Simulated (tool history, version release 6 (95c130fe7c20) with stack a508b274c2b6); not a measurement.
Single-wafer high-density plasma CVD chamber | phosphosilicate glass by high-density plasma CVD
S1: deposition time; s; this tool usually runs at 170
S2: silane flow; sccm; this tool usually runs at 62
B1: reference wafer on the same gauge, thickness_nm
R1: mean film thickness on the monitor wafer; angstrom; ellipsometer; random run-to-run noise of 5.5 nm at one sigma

Run 1, hour 0.0: usual settings; B1 900.409. Result: R1 10903.72 angstrom.
Run 2, hour 75.0: usual settings; B1 898.773. Result: R1 10839.39 angstrom.
Run 3, hour 128.1: usual settings; B1 902.171. Result: R1 10918.41 angstrom.
Run 4, hour 207.4: usual settings; B1 898.847. Result: R1 10820.69 angstrom.
Run 5, hour 261.1: usual settings; B1 900.015. Result: R1 10883.58 angstrom.
Run 6, hour 325.5: usual settings but S2 57 sccm; B1 900.389. Result: R1 10035.26 angstrom.
Run 7, hour 390.0: usual settings but S2 57 sccm; B1 898.455. Result: R1 10021.87 angstrom.
Run 8, hour 484.8: usual settings but S2 57 sccm; B1 899.294. Result: R1 9973.12 angstrom.
Run 9, hour 581.9: usual settings but S1 159 s; B1 897.316. Result: R1 10210.36 angstrom.
Run 10, hour 679.2: usual settings but S1 159 s; B1 897.976. Result: R1 10141.89 angstrom.
Run 11, hour 721.8: usual settings but S1 159 s; B1 898.906. Result: R1 10145.01 angstrom.
Run 12, hour 789.2: usual settings but S1 147 s, S2 55 sccm; B1 901.518. Result: R1 8444.09 angstrom.
Run 13, hour 856.0: usual settings; B1 899.083. Result: R1 10833.00 angstrom.
Run 14, hour 946.7: usual settings; B1 898.321. Result: R1 10756.36 angstrom.
At hour 952.7: gauge calibrated.
Run 15, hour 1006.3: usual settings but S1 180 s, S2 68 sccm; B1 901.143. Result: R1 12522.10 angstrom.
Run 16, hour 1045.2: usual settings but S1 141 s; B1 900.087. Result: R1 8950.55 angstrom.
At hour 1058.3: silane flow controller replaced.
Run 17, hour 1139.9: usual settings but S1 157 s, S2 69 sccm; B1 899.987. Result: R1 10457.23 angstrom.
Run 18, hour 1211.2: usual settings but S1 157 s, S2 69 sccm; B1 901.466. Result: R1 10506.58 angstrom.
Run 19, hour 1292.7: usual settings but S1 154 s, S2 52 sccm; B1 900.469. Result: R1 7969.58 angstrom.
Run 20, hour 1516.3: usual settings but S1 140 s, S2 51 sccm; B1 898.820. Result: R1 7197.94 angstrom.
Run 21, hour 1562.0: usual settings but S2 71 sccm; B1 901.754. Result: R1 11705.83 angstrom.
Run 22, hour 1726.0: usual settings but S1 161 s, S2 53 sccm; B1 900.682. Result: R1 8584.40 angstrom.
Run 23, hour 1804.2: usual settings; B1 899.215. Result: R1 10498.46 angstrom.
Run 24, hour 1865.0: usual settings but S1 184 s, S2 59 sccm; B1 899.097. Result: R1 10948.48 angstrom.
Run 25, hour 1920.7: usual settings but S1 201 s, S2 59 sccm; B1 900.060. Result: R1 11824.79 angstrom.

How would selected steps in R1 from run to run divide? Give the signed amount a tool lacking its hidden state would still show from settings, what came in and random variation, and the signed amount left for the hidden state, including any gauge scatter that is not in both of the compared results.
The tool's hidden condition here consists of: delivered silane flow above the setpoint (%); gauge reads high (%).
Run 15 -> 16: S1 180 -> 141, S2 68 -> 62. R1 -3571.55 angstrom: hidden state -187.64, all else -3383.91.
Run 16 -> 17: S1 141 -> 157, S2 62 -> 69, silane flow controller replaced. R1 +1506.68 angstrom: hidden state -450.35, all else +1957.03.
Run 20 -> 21: S1 140 -> 170, S2 51 -> 71. R1 +4507.89 angstrom: hidden state +86.61, all else +4421.28.
